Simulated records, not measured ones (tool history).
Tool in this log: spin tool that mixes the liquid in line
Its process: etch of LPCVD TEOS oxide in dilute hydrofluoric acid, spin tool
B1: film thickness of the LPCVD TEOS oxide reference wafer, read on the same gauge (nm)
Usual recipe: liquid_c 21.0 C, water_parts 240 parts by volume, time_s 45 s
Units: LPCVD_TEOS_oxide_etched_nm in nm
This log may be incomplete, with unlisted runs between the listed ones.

run 1 hour=0.0 | liquid_c=21.0 water_parts=240 time_s=45 | B1=110.01 | LPCVD_TEOS_oxide_etched_nm=6.13
run 2 hour=17.6 | liquid_c=21.0 water_parts=240 time_s=45 | B1=110.00 | LPCVD_TEOS_oxide_etched_nm=6.16
run 3 hour=30.4 | liquid_c=21.0 water_parts=240 time_s=45 | B1=109.98 | LPCVD_TEOS_oxide_etched_nm=6.09
-- hour=43.9 gauge calibrated
run 4 hour=61.9 | liquid_c=19.5 water_parts=240 time_s=45 | B1=110.00 | LPCVD_TEOS_oxide_etched_nm=5.83
run 5 hour=96.5 | liquid_c=21.0 water_parts=310 time_s=45 | B1=109.99 | LPCVD_TEOS_oxide_etched_nm=4.46
run 6 hour=115.0 | liquid_c=21.0 water_parts=310 time_s=45 | B1=109.99 | LPCVD_TEOS_oxide_etched_nm=4.48
-- hour=132.3 thermometer replaced
run 7 hour=136.4 | liquid_c=21.0 water_parts=215 time_s=50 | B1=110.02 | LPCVD_TEOS_oxide_etched_nm=7.09
run 8 hour=164.2 | liquid_c=21.0 water_parts=165 time_s=45 | B1=110.01 | LPCVD_TEOS_oxide_etched_nm=8.68
run 9 hour=177.0 | liquid_c=21.0 water_parts=165 time_s=45 | B1=110.00 | LPCVD_TEOS_oxide_etched_nm=8.68
run 10 hour=191.4 | liquid_c=21.0 water_parts=165 time_s=45 | B1=110.02 | LPCVD_TEOS_oxide_etched_nm=8.81
run 11 hour=220.7 | liquid_c=21.0 water_parts=355 time_s=30 | B1=110.01 | LPCVD_TEOS_oxide_etched_nm=2.28
run 12 hour=241.8 | liquid_c=24.5 water_parts=240 time_s=45 | B1=109.98 | LPCVD_TEOS_oxide_etched_nm=6.40
run 13 hour=258.1 | liquid_c=21.0 water_parts=325 time_s=65 | B1=110.00 | LPCVD_TEOS_oxide_etched_nm=5.49
run 14 hour=284.9 | liquid_c=21.0 water_parts=240 time_s=45 | B1=110.01 | LPCVD_TEOS_oxide_etched_nm=5.61
run 15 hour=307.8 | liquid_c=24.0 water_parts=240 time_s=60 | B1=109.97 | LPCVD_TEOS_oxide_etched_nm=8.41
-- hour=318.7 gauge calibrated
run 16 hour=327.1 | liquid_c=18.5 water_parts=350 time_s=45 | B1=110.02 | LPCVD_TEOS_oxide_etched_nm=3.18
-- hour=333.0 hydrofluoric acid flow meter replaced
run 17 hour=349.5 | liquid_c=21.0 water_parts=240 time_s=45 | B1=110.00 | LPCVD_TEOS_oxide_etched_nm=5.60
run 18 hour=379.8 | liquid_c=24.5 water_parts=175 time_s=35 | B1=109.97 | LPCVD_TEOS_oxide_etched_nm=7.30
run 19 hour=408.6 | liquid_c=17.5 water_parts=240 time_s=45 | B1=110.01 | LPCVD_TEOS_oxide_etched_nm=4.90
run 20 hour=435.3 | liquid_c=21.0 water_parts=240 time_s=45 | B1=109.99 | LPCVD_TEOS_oxide_etched_nm=5.64

Hidden state, per run?
hydrofluoric acid flow above the setpoint (%): 0 at every run
gauge reads high (%): 0 at every run
H1: liquid hotter than its thermometer reads (K)
run=1 H1=2.71
run=2 H1=2.74
run=3 H1=2.75
run=4 H1=2.8
run=5 H1=2.84
run=6 H1=2.87
run=7 H1=0.172
run=8 H1=0.209
run=9 H1=0.227
run=10 H1=0.246
run=11 H1=0.286
run=12 H1=0.314
run=13 H1=0.336
run=14 H1=0.372
run=15 H1=0.403
run=16 H1=0.429
run=17 H1=0.46
run=18 H1=0.5
run=19 H1=0.539
run=20 H1=0.575
